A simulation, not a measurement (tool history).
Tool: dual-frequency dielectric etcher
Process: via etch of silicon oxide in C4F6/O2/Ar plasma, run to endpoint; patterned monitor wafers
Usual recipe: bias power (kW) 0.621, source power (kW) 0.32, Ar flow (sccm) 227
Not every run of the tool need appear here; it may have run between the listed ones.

run	day	bias power (kW)	source power (kW)	Ar flow (sccm)	incoming incoming film thickness, nm	endpoint time (s)
1	0	0.576	0.32	227	76.8	15.8
2	4.096	0.576	0.32	227	76	15.8
3	6.712	0.576	0.32	227	76.5	16.1
4	10.779	0.621	0.32	227	76.6	15.3
5	14.096	0.671	0.38	227	76.6	14.4
6	17.271	0.671	0.38	227	77	14.3
# day 19.292: wet clean of the chamber
7	19.433	0.671	0.38	227	76.9	14.9
8	21.138	0.621	0.32	187	76.9	15.4
9	23.2	0.621	0.32	187	75.6	15.2
10	27.217	0.621	0.32	187	75.3	15
11	30.767	0.621	0.32	227	76.3	15.2
12	33.596	0.621	0.32	227	76.4	15.2
# day 34.617: Ar flow controller replaced
13	35.812	0.621	0.32	227	76	15.1
14	37.779	0.621	0.32	227	75.8	15.1
# day 41.133: upper electrode replaced
15	41.154	0.707	0.32	204	75.5	14.4
# day 44.596: wet clean of the chamber
16	44.617	0.621	0.24	245	76	16.7
17	47.058	0.621	0.32	246	76.5	15.8
18	48.912	0.57	0.36	175	75.4	14.8
# day 49.492: source power generator calibrated
# day 51.362: bias power generator calibrated
19	51.733	0.621	0.32	227	75.6	15
20	55.079	0.621	0.39	183	76.2	14.1
21	58.179	0.722	0.39	252	76.2	13.6
# day 64.829: wet clean of the chamber
22	69.746	0.671	0.38	227	76.1	14.4
23	71.667	0.754	0.28	227	76.1	15.2
24	74.967	0.708	0.32	190	75.9	14.7
25	79.15	0.621	0.32	227	75.8	15.2
26	80.762	0.621	0.32	227	75.7	15.1
27	84.962	0.621	0.32	279	76.2	15.4
28	89.308	0.621	0.36	227	75.4	14.3

What would each run have given without the hidden state, its run-to-run variation left as it was?
Hidden state at play: etch rate over this chamber's usual, %; bias power that arrives over what is set, %; source power that arrives over what is set, %; Ar flow that arrives over what is set, %.
run	endpoint time (s)
1	15.7
2	15.8
3	16.2
4	15.5
5	14.7
6	14.7
7	14.8
8	15.4
9	15.3
10	15.2
11	15.4
12	15.6
13	15.5
14	15.6
15	14.9
16	16.7
17	15.9
18	14.9
19	15.2
20	14.4
21	14
22	14.4
23	15.3
24	14.8
25	15.5
26	15.4
27	15.8
28	14.8
